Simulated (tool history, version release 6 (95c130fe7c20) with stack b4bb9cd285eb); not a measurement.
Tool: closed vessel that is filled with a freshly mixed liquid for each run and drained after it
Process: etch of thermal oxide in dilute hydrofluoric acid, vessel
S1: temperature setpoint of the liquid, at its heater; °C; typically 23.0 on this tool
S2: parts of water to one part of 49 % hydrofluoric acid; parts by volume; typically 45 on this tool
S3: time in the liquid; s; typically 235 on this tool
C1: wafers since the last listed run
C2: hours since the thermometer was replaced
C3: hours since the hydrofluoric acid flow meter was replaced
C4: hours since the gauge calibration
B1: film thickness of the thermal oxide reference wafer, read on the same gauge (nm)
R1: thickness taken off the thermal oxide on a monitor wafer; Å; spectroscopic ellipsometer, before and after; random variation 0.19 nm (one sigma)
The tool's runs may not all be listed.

{"run": 1, "day": 0.0, "S1": 23.0, "S2": 45, "S3": 235, "C1": 0, "C2": 2645.4, "C3": 2103.5, "C4": 216.7, "B1": 140.03, "R1": 248.2}
{"run": 2, "day": 1.062, "S1": 20.0, "S2": 45, "S3": 235, "C1": 3012, "C2": 2670.9, "C3": 2129.0, "C4": 242.2, "B1": 140.01, "R1": 219.2}
{"run": 3, "day": 1.592, "S1": 20.0, "S2": 45, "S3": 235, "C1": 1500, "C2": 2683.6, "C3": 2141.7, "C4": 254.9, "B1": 140.01, "R1": 220.1}
{"run": 4, "day": 4.242, "S1": 20.0, "S2": 45, "S3": 235, "C1": 7513, "C2": 2747.2, "C3": 2205.3, "C4": 318.5, "B1": 140.0, "R1": 217.0}
{"run": 5, "day": 5.312, "S1": 23.0, "S2": 45, "S3": 235, "C1": 3036, "C2": 2772.9, "C3": 2231.0, "C4": 344.2, "B1": 139.99, "R1": 246.8}
{"run": 6, "day": 6.721, "S1": 23.0, "S2": 45, "S3": 235, "C1": 3993, "C2": 2806.7, "C3": 2264.8, "C4": 378.0, "B1": 140.01, "R1": 247.9}
{"run": 7, "day": 7.596, "S1": 23.0, "S2": 35, "S3": 235, "C1": 2480, "C2": 2827.7, "C3": 2285.8, "C4": 399.0, "B1": 139.96, "R1": 325.1}
{"run": 8, "day": 8.175, "S1": 23.0, "S2": 45, "S3": 235, "C1": 1642, "C2": 2841.6, "C3": 2299.7, "C4": 412.9, "B1": 139.99, "R1": 246.9}
{"run": 9, "day": 8.85, "S1": 23.0, "S2": 45, "S3": 235, "C1": 1913, "C2": 2857.8, "C3": 2315.9, "C4": 429.1, "B1": 139.99, "R1": 246.9}
{"run": 10, "day": 9.838, "S1": 23.0, "S2": 45, "S3": 235, "C1": 2799, "C2": 2881.5, "C3": 2339.6, "C4": 452.8, "B1": 140.02, "R1": 246.9}
{"run": 11, "day": 10.483, "S1": 25.0, "S2": 45, "S3": 235, "C1": 1831, "C2": 2897.0, "C3": 2355.1, "C4": 468.3, "B1": 140.05, "R1": 268.9}
{"run": 12, "day": 11.333, "S1": 23.0, "S2": 45, "S3": 235, "C1": 2410, "C2": 2917.4, "C3": 2375.5, "C4": 488.7, "B1": 139.98, "R1": 247.8}
{"day": 11.9, "done": "thermometer replaced"}
{"run": 13, "day": 12.246, "S1": 26.5, "S2": 45, "S3": 315, "C1": 2469, "C2": 8.3, "C3": 2397.4, "C4": 510.6, "B1": 140.01, "R1": 380.6}

Expected results for the next run?
{"day": 12.562, "done": "hydrofluoric acid flow meter replaced"}
{"run": 14, "day": 12.85, "S1": 18.0, "S2": 45, "S3": 300, "C1": 1594, "C2": 22.8, "C3": 6.9, "C4": 525.1, "B1": "?", "R1": "?"}

{"run 14": {"B1": 139.98, "R1": 259.6}}
Were there no unlogged condition in the tool, this run, its random variation unchanged, would have produced R1 259.6 Å.

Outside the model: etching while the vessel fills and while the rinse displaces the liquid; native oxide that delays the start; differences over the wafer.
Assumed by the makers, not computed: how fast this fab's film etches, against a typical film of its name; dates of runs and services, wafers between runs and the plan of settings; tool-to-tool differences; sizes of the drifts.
